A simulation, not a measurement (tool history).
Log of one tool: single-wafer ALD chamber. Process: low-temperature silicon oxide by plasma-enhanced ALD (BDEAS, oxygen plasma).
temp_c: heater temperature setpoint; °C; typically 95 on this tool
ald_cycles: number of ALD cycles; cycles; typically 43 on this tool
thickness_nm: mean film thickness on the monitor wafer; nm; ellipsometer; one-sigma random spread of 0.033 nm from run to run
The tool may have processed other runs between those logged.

| run | hour | temp_c | ald_cycles | wafers since the last listed run | hours since the last thermocouple change | hours since the gauge calibration | read-back reference wafer on the same gauge, thickness_nm | thickness_nm |
|---|---|---|---|---|---|---|---|---|
| 1 | 0.0 | 95 | 43 | 0 | 1588.9 | 74.9 | 5.020 | 5.738 |
| 2 | 7.7 | 95 | 45 | 30 | 1596.6 | 82.6 | 5.022 | 6.056 |
| 3 | 23.4 | 95 | 45 | 62 | 1612.3 | 98.3 | 5.028 | 6.083 |
| 4 | 31.8 | 95 | 45 | 33 | 1620.7 | 106.7 | 5.027 | 6.046 |
| 5 | 49.7 | 95 | 43 | 71 | 1638.6 | 124.6 | 5.029 | 5.846 |
| 6 | 64.4 | 95 | 43 | 58 | 1653.3 | 139.3 | 5.020 | 5.730 |
| 7 | 72.4 | 95 | 39 | 31 | 1661.3 | 147.3 | 5.036 | 5.210 |
| 8 | 85.8 | 95 | 39 | 53 | 1674.7 | 160.7 | 5.010 | 5.189 |
| 9 | 95.0 | 95 | 39 | 36 | 1683.9 | 169.9 | 5.014 | 5.245 |
|  | 106.7 | thermocouple changed; heater temperature recalibrated |
| 10 | 112.1 | 95 | 43 | 36 | 5.4 | 187.0 | 5.024 | 5.774 |
|  | 114.2 | gauge calibrated |
| 11 | 122.0 | 95 | 45 | 39 | 15.3 | 7.8 | 5.012 | 6.069 |
| 12 | 153.5 | 100 | 43 | 125 | 46.8 | 39.3 | 5.018 | 5.685 |
| 13 | 168.7 | 109 | 43 | 60 | 62.0 | 54.5 | 5.021 | 5.568 |
| 14 | 176.4 | 87 | 35 | 30 | 69.7 | 62.2 | 5.021 | 4.854 |
| 15 | 184.4 | 95 | 43 | 31 | 77.7 | 70.2 | 5.004 | 5.712 |
| 16 | 198.7 | 103 | 39 | 56 | 92.0 | 84.5 | 5.030 | 5.076 |
| 17 | 215.8 | 100 | 36 | 67 | 109.1 | 101.6 | 5.018 | 4.706 |
| 18 | 269.1 | 90 | 51 | 211 | 162.4 | 154.9 | 5.018 | 6.955 |
| 19 | 275.6 | 95 | 43 | 25 | 168.9 | 161.4 | 5.030 | 5.708 |
| 20 | 284.1 | 88 | 43 | 33 | 177.4 | 169.9 | 5.030 | 5.968 |
| 21 | 290.7 | 95 | 43 | 26 | 184.0 | 176.5 | 5.028 | 5.734 |

Consider 4 possible next runs. They are alternatives, not a sequence: every one starts from the tool as it was left by run 21. What does each give?
| A | 291.2 | 95 | 43 | 1 | 184.5 | 177.0 | ? | ? |
| B | 291.2 | 95 | 40 | 1 | 184.5 | 177.0 | ? | ? |
| C | 291.2 | 86 | 37 | 1 | 184.5 | 177.0 | ? | ? |
| D | 291.2 | 109 | 50 | 1 | 184.5 | 177.0 | ? | ? |

| run | read-back reference wafer on the same gauge, thickness_nm | thickness_nm |
|---|---|---|
| A | 5.015 | 5.784 |
| B | 5.015 | 5.381 |
| C | 5.015 | 5.149 |
| D | 5.015 | 6.485 |
Take away the tool's hidden state, keep each run's random variation, and the runs would have read:
| run | thickness_nm |
|---|---|
| A | 5.784 |
| B | 5.381 |
| C | 5.149 |
| D | 6.485 |

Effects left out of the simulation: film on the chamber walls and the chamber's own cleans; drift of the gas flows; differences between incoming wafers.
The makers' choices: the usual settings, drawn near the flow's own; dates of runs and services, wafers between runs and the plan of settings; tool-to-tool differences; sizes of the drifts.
